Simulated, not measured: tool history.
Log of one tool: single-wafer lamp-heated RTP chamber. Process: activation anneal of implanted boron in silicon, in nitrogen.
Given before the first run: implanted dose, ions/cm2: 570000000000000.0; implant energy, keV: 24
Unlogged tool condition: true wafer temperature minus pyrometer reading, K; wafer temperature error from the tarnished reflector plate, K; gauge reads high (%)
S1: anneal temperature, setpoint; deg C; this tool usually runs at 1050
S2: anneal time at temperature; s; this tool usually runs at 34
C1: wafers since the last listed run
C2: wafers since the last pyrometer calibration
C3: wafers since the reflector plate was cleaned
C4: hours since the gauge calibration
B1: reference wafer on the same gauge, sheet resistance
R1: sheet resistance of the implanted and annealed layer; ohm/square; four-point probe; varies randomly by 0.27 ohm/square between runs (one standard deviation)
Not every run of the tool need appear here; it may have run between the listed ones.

run	day	S1	S2	C1	C2	C3	C4	B1	R1
1	0	1050	26	0	608	14171	166.8	158.96	179.42
2	0.638	1050	26	135	743	14306	182.1	159	179.91
3	1.338	1050	26	148	892	14455	198.9	158.98	179.74
4	2.088	1050	34	159	1051	14614	216.9	158.94	179.17
5	3.438	1050	34	286	1338	14901	249.3	159.01	178.64
# day 4.204: gauge calibrated
6	4.283	1050	34	179	1517	15080	1.9	158.94	178.83
7	5.392	1069	47	235	1753	15315	28.5	159.03	176.63
8	6.171	1050	34	165	1918	15481	47.2	158.98	178.87
# day 6.992: reflector plate cleaned
9	7.296	1080	53	168	2086	65	74.2	158.94	175.39
# day 8.475: pyrometer window cleaned and pyrometer calibrated
10	8.496	1077	34	184	4	249	103	158.94	177.37
11	8.875	1062	26	80	84	329	112.1	159.04	178.75
12	9.517	1050	34	136	221	465	127.5	158.94	178.77
13	11.933	1076	42	513	734	978	185.5	158.94	176.65
14	13	1028	52	226	960	1205	211.1	159	179.63

Forecast each of these 3 alternatives for the next run:
A	13.017	1059	34	3	964	1209	211.5	?	?
B	13.017	1031	41	3	964	1209	211.5	?	?
C	13.017	1042	41	3	964	1209	211.5	?	?

run	B1	R1
A	158.93	178.24
B	158.93	179.97
C	158.93	178.95
Without the tool's unlogged condition, the same runs would have read:
run	R1
A	178.24
B	179.97
C	178.95
